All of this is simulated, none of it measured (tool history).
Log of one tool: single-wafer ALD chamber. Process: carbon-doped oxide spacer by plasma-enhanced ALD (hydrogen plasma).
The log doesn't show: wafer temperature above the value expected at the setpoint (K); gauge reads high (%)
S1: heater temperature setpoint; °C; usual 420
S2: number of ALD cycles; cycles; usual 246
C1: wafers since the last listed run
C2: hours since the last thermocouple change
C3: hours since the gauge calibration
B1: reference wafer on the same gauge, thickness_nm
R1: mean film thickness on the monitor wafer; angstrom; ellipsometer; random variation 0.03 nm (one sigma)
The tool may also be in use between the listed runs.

Run 1, hour 0.0: usual settings; C1 0; C2 581.3; C3 240.2; B1 10.808. Result: R1 103.12 angstrom.
Run 2, hour 66.6: usual settings; C1 103; C2 647.9; C3 306.8; B1 10.808. Result: R1 103.19 angstrom.
Run 3, hour 96.6: usual settings; C1 46; C2 677.9; C3 336.8; B1 10.792. Result: R1 102.99 angstrom.
Run 4, hour 151.0: usual settings; C1 84; C2 732.3; C3 391.2; B1 10.796. Result: R1 103.66 angstrom.
Run 5, hour 192.3: usual settings but S2 221 cycles; C1 64; C2 773.6; C3 432.5; B1 10.797. Result: R1 92.74 angstrom.
Run 6, hour 230.3: usual settings; C1 59; C2 811.6; C3 470.5; B1 10.802. Result: R1 103.35 angstrom.
Run 7, hour 272.5: usual settings; C1 65; C2 853.8; C3 512.7; B1 10.792. Result: R1 103.72 angstrom.
Run 8, hour 334.9: usual settings; C1 97; C2 916.2; C3 575.1; B1 10.798. Result: R1 103.31 angstrom.
Run 9, hour 381.0: usual settings; C1 71; C2 962.3; C3 621.2; B1 10.790. Result: R1 103.26 angstrom.
Run 10, hour 466.4: usual settings but S1 416 °C; C1 132; C2 1047.7; C3 706.6; B1 10.797. Result: R1 104.93 angstrom.
Run 11, hour 503.8: usual settings but S1 416 °C; C1 58; C2 1085.1; C3 744.0; B1 10.791. Result: R1 104.77 angstrom.
Run 12, hour 539.9: usual settings; C1 56; C2 1121.2; C3 780.1; B1 10.792. Result: R1 103.93 angstrom.
Run 13, hour 589.1: usual settings; C1 76; C2 1170.4; C3 829.3; B1 10.799. Result: R1 104.42 angstrom.
Run 14, hour 655.7: usual settings but S1 426 °C, S2 257 cycles; C1 103; C2 1237.0; C3 895.9; B1 10.798. Result: R1 107.84 angstrom.
Run 15, hour 714.7: usual settings but S1 426 °C, S2 257 cycles; C1 91; C2 1296.0; C3 954.9; B1 10.808. Result: R1 107.19 angstrom.
Run 16, hour 775.8: usual settings; C1 95; C2 1357.1; C3 1016.0; B1 10.807. Result: R1 104.07 angstrom.
Run 17, hour 809.8: usual settings; C1 52; C2 1391.1; C3 1050.0; B1 10.806. Result: R1 104.59 angstrom.
Run 18, hour 855.4: usual settings; C1 71; C2 1436.7; C3 1095.6; B1 10.803. Result: R1 104.52 angstrom.
Run 19, hour 891.3: usual settings but S1 431 °C; C1 55; C2 1472.6; C3 1131.5; B1 10.800. Result: R1 101.20 angstrom.
At hour 932.9: thermocouple changed; heater temperature recalibrated.
Run 20, hour 955.8: usual settings but S1 431 °C; C1 87; C2 22.9; C3 1196.0; B1 10.801. Result: R1 100.41 angstrom.
Run 21, hour 984.2: usual settings but S1 431 °C, S2 265 cycles; C1 44; C2 51.3; C3 1224.4; B1 10.797. Result: R1 107.26 angstrom.
Run 22, hour 1039.1: usual settings but S2 205 cycles; C1 85; C2 106.2; C3 1279.3; B1 10.795. Result: R1 85.98 angstrom.
Run 23, hour 1098.9: usual settings; C1 93; C2 166.0; C3 1339.1; B1 10.804. Result: R1 103.82 angstrom.
Run 24, hour 1158.2: usual settings but S1 432 °C, S2 279 cycles; C1 92; C2 225.3; C3 1398.4; B1 10.793. Result: R1 113.73 angstrom.
At hour 1176.0: gauge calibrated.
Run 25, hour 1203.0: usual settings; C1 69; C2 270.1; C3 27.0; B1 10.802. Result: R1 103.41 angstrom.
Run 26, hour 1255.0: usual settings but S1 406 °C, S2 267 cycles; C1 80; C2 322.1; C3 79.0; B1 10.791. Result: R1 116.40 angstrom.
Run 27, hour 1300.4: usual settings but S1 408 °C, S2 263 cycles; C1 70; C2 367.5; C3 124.4; B1 10.804. Result: R1 114.09 angstrom.
Run 28, hour 1344.4: usual settings but S1 413 °C, S2 231 cycles; C1 68; C2 411.5; C3 168.4; B1 10.803. Result: R1 99.04 angstrom.
Run 29, hour 1410.8: usual settings but S1 428 °C; C1 103; C2 477.9; C3 234.8; B1 10.801. Result: R1 101.40 angstrom.
Run 30, hour 1449.5: usual settings but S2 269 cycles; C1 60; C2 516.6; C3 273.5; B1 10.800. Result: R1 112.89 angstrom.
Run 31, hour 1474.0: usual settings but S1 410 °C; C1 38; C2 541.1; C3 298.0; B1 10.802. Result: R1 105.95 angstrom.
Run 32, hour 1534.9: usual settings; C1 94; C2 602.0; C3 358.9; B1 10.794. Result: R1 103.22 angstrom.
Run 33, hour 1574.8: usual settings but S1 415 °C, S2 283 cycles; C1 62; C2 641.9; C3 398.8; B1 10.807. Result: R1 120.67 angstrom.
Run 34, hour 1621.1: usual settings but S1 408 °C, S2 265 cycles; C1 72; C2 688.2; C3 445.1; B1 10.814. Result: R1 115.79 angstrom.
Run 35, hour 1684.3: usual settings but S1 431 °C; C1 98; C2 751.4; C3 508.3; B1 10.803. Result: R1 101.05 angstrom.
Run 36, hour 1727.5: usual settings but S1 426 °C, S2 223 cycles; C1 67; C2 794.6; C3 551.5; B1 10.803. Result: R1 92.55 angstrom.
Run 37, hour 1772.3: usual settings but S1 429 °C; C1 69; C2 839.4; C3 596.3; B1 10.803. Result: R1 101.41 angstrom.
Run 38, hour 1796.7: usual settings; C1 37; C2 863.8; C3 620.7; B1 10.808. Result: R1 103.56 angstrom.
Run 39, hour 1830.7: usual settings but S1 405 °C, S2 266 cycles; C1 52; C2 897.8; C3 654.7; B1 10.807. Result: R1 116.64 angstrom.
Run 40, hour 1859.6: usual settings; C1 44; C2 926.7; C3 683.6; B1 10.798. Result: R1 103.83 angstrom.

The tool's hidden state at each run:
gauge reads high (%): 0 in every run
H1: wafer temperature above the value expected at the setpoint (K)
run      H1
  1  -0.835
  2   -1.08
  3    -1.2
  4   -1.42
  5   -1.61
  6   -1.79
  7      -2
  8   -2.32
  9   -2.58
 10   -3.09
 11   -3.33
 12   -3.56
 13    -3.9
 14   -4.37
 15   -4.82
 16    -5.3
 17   -5.57
 18   -5.96
 19   -6.27
 20  -0.515
 21  -0.521
 22  -0.547
 23  -0.595
 24  -0.664
 25   -0.73
 26  -0.821
 27  -0.914
 28   -1.02
 29   -1.19
 30   -1.31
 31   -1.38
 32   -1.59
 33   -1.74
 34   -1.92
 35   -2.19
 36   -2.39
 37    -2.6
 38   -2.73
 39    -2.9
 40   -3.06
